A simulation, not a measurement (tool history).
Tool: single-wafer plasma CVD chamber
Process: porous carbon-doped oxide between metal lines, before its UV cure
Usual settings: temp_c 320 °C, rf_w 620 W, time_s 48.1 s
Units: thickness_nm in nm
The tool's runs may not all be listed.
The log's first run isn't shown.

| run | hour | temp_c | rf_w | time_s | read-back reference wafer on the same gauge, thickness_nm | thickness_nm |
|---|---|---|---|---|---|---|
| 2 | 59.4 | 320 | 620 | 48.1 | 201.847 | 240.014 |
| 3 | 135.5 | 320 | 620 | 48.1 | 202.062 | 240.584 |
| 4 | 236.8 | 320 | 620 | 48.1 | 202.353 | 241.872 |
| 5 | 326.3 | 320 | 620 | 48.1 | 201.66 | 238.591 |
| 6 | 399.4 | 320 | 620 | 48.1 | 202.125 | 239.436 |
| 7 | 449.6 | 320 | 620 | 48.1 | 202.112 | 241.123 |
| 8 | 524.8 | 320 | 620 | 48.1 | 201.963 | 239.059 |
| 9 | 574.7 | 310 | 620 | 48.1 | 201.978 | 253.183 |
| 10 | 677.5 | 310 | 620 | 48.1 | 201.765 | 253.986 |
| 11 | 764 | 320 | 700 | 48.1 | 202.233 | 253.852 |
| 12 | 828.3 | 320 | 700 | 48.1 | 202.489 | 255.221 |
|  | 894.9 | showerhead replaced |
| 13 | 905.9 | 320 | 700 | 48.1 | 202.425 | 255.023 |
| 14 | 960.3 | 320 | 620 | 48.1 | 202.63 | 240.011 |
|  | 974.7 | RF generator calibrated |
| 15 | 1059.9 | 320 | 620 | 48.1 | 202.243 | 239.477 |
| 16 | 1134.2 | 320 | 620 | 48.1 | 202.086 | 242.338 |
|  | 1168.3 | thermocouple changed; heater temperature recalibrated |
| 17 | 1230.1 | 320 | 620 | 48.1 | 202.034 | 240.239 |
|  | 1288 | gauge calibrated |
| 18 | 1300.7 | 320 | 620 | 48.1 | 201.675 | 237.996 |
| 19 | 1368.3 | 320 | 620 | 48.1 | 202.27 | 240.621 |
| 20 | 1409.5 | 320 | 620 | 48.1 | 201.909 | 240.746 |
| 21 | 1481.3 | 327 | 535 | 48.1 | 202.164 | 216.529 |
| 22 | 1549.7 | 331 | 570 | 48.1 | 201.899 | 219.089 |
| 23 | 1766.7 | 324 | 685 | 43.9 | 201.898 | 222.9 |
| 24 | 1849.3 | 306 | 735 | 48.1 | 202.151 | 280.195 |

Run 25 comes next. What will it give?
| 25 | 1894.9 | 312 | 715 | 53.8 | ? | ? |

Run 25 gave read-back reference wafer on the same gauge, thickness_nm 201.99, thickness_nm 299.43 nm.
Without the tool's hidden state the same run would have given thickness_nm 299.43 nm.
